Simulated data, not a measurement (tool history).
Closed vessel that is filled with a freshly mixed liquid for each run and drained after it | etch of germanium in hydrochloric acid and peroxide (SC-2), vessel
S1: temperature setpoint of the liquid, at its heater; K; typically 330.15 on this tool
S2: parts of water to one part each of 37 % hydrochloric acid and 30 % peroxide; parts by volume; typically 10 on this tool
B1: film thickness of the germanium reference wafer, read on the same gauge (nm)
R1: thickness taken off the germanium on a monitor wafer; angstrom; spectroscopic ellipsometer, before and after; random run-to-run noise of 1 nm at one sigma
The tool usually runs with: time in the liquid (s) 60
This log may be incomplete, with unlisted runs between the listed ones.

run 1 hour=0 | S1=330.15 S2=10 time_in_the_liquid_(s)=60 | B1=39.99 | R1=1709.9
run 2 hour=58.2 | S1=325.15 S2=10 time_in_the_liquid_(s)=60 | B1=40.01 | R1=1482.6
run 3 hour=127.4 | S1=325.15 S2=10 time_in_the_liquid_(s)=60 | B1=40 | R1=1493.6
run 4 hour=194.7 | S1=325.15 S2=10 time_in_the_liquid_(s)=60 | B1=39.99 | R1=1472.2
run 5 hour=241.5 | S1=330.15 S2=10 time_in_the_liquid_(s)=60 | B1=39.94 | R1=1735.8
run 6 hour=295.2 | S1=330.15 S2=10 time_in_the_liquid_(s)=60 | B1=40 | R1=1739.5
run 7 hour=349.5 | S1=330.15 S2=8.5 time_in_the_liquid_(s)=60 | B1=39.96 | R1=1755.9
run 8 hour=455.4 | S1=338.65 S2=12.5 time_in_the_liquid_(s)=30 | B1=39.98 | R1=1074.9
run 9 hour=510.6 | S1=330.15 S2=14.5 time_in_the_liquid_(s)=60 | B1=40.02 | R1=1649.4
run 10 hour=588.1 | S1=327.15 S2=5.5 time_in_the_liquid_(s)=80 | B1=40.01 | R1=2204.6
run 11 hour=627.6 | S1=337.65 S2=6.5 time_in_the_liquid_(s)=60 | B1=40.03 | R1=2242.2
run 12 hour=699 | S1=330.15 S2=10 time_in_the_liquid_(s)=60 | B1=40 | R1=1753
run 13 hour=760.7 | S1=321.65 S2=6.5 time_in_the_liquid_(s)=45 | B1=40 | R1=1053.6
run 14 hour=860.7 | S1=330.15 S2=10 time_in_the_liquid_(s)=60 | B1=40 | R1=1634.4
run 15 hour=957.5 | S1=330.15 S2=10 time_in_the_liquid_(s)=95 | B1=40.06 | R1=2568.9
run 16 hour=1049.3 | S1=335.15 S2=8 time_in_the_liquid_(s)=35 | B1=39.98 | R1=1125.9
run 17 hour=1094.4 | S1=323.65 S2=10 time_in_the_liquid_(s)=45 | B1=39.98 | R1=1017.3
run 18 hour=1189.8 | S1=326.65 S2=6 time_in_the_liquid_(s)=90 | B1=40.03 | R1=2313.2
run 19 hour=1252.4 | S1=330.15 S2=10 time_in_the_liquid_(s)=60 | B1=40.01 | R1=1641
run 20 hour=1290.1 | S1=330.15 S2=10 time_in_the_liquid_(s)=35 | B1=40.04 | R1=954.6
run 21 hour=1385.4 | S1=340.15 S2=10 time_in_the_liquid_(s)=30 | B1=40.01 | R1=1107.8
run 22 hour=1433 | S1=324.15 S2=14.5 time_in_the_liquid_(s)=60 | B1=40.02 | R1=1322.8
run 23 hour=1518.7 | S1=326.65 S2=6 time_in_the_liquid_(s)=90 | B1=40 | R1=2344.4
run 24 hour=1599.1 | S1=330.15 S2=10 time_in_the_liquid_(s)=45 | B1=40.03 | R1=1248.8
run 25 hour=1706.3 | S1=330.15 S2=12.5 time_in_the_liquid_(s)=60 | B1=40.04 | R1=1648.2
run 26 hour=1791.1 | S1=340.15 S2=10 time_in_the_liquid_(s)=30 | B1=39.99 | R1=1116.2
run 27 hour=1827.7 | S1=337.65 S2=12.5 time_in_the_liquid_(s)=35 | B1=40.05 | R1=1182
run 28 hour=1899.6 | S1=327.15 S2=10 time_in_the_liquid_(s)=60 | B1=39.97 | R1=1545.5
run 29 hour=2055.4 | S1=335.15 S2=10 time_in_the_liquid_(s)=60 | B1=39.99 | R1=1941.9

Not shown here: 5 entries made in the log between runs. Locate each between two listed runs and compare the hidden state at the listed run before it with the hidden state at the listed run after it:
From run 4 to run 5: gauge calibrated (hour 226.9)
  liquid hotter than its thermometer reads (K): 2.16 -> 2.22
  what was measured, less what the result would be without the hidden state, R1: +94.7 -> +111 angstrom
From run 7 to run 8: new drum of peroxide connected (hour 366.8)
  liquid hotter than its thermometer reads (K): 2.34 -> 2.45
  what was measured, less what the result would be without the hidden state, R1: +118.9 -> +70.6 angstrom
From run 11 to run 12: chemicals flow meter replaced (hour 669.9)
  liquid hotter than its thermometer reads (K): 2.65 -> 2.73
  what was measured, less what the result would be without the hidden state, R1: +164.8 -> +136.6 angstrom
From run 13 to run 14: thermometer replaced (hour 848)
  liquid hotter than its thermometer reads (K): 2.8 -> 0.287
  what was measured, less what the result would be without the hidden state, R1: +90.3 -> +14.1 angstrom
From run 18 to run 19: new drum of peroxide connected (hour 1231.8)
  liquid hotter than its thermometer reads (K): 0.655 -> 0.725
  what was measured, less what the result would be without the hidden state, R1: +46.5 -> +35 angstrom
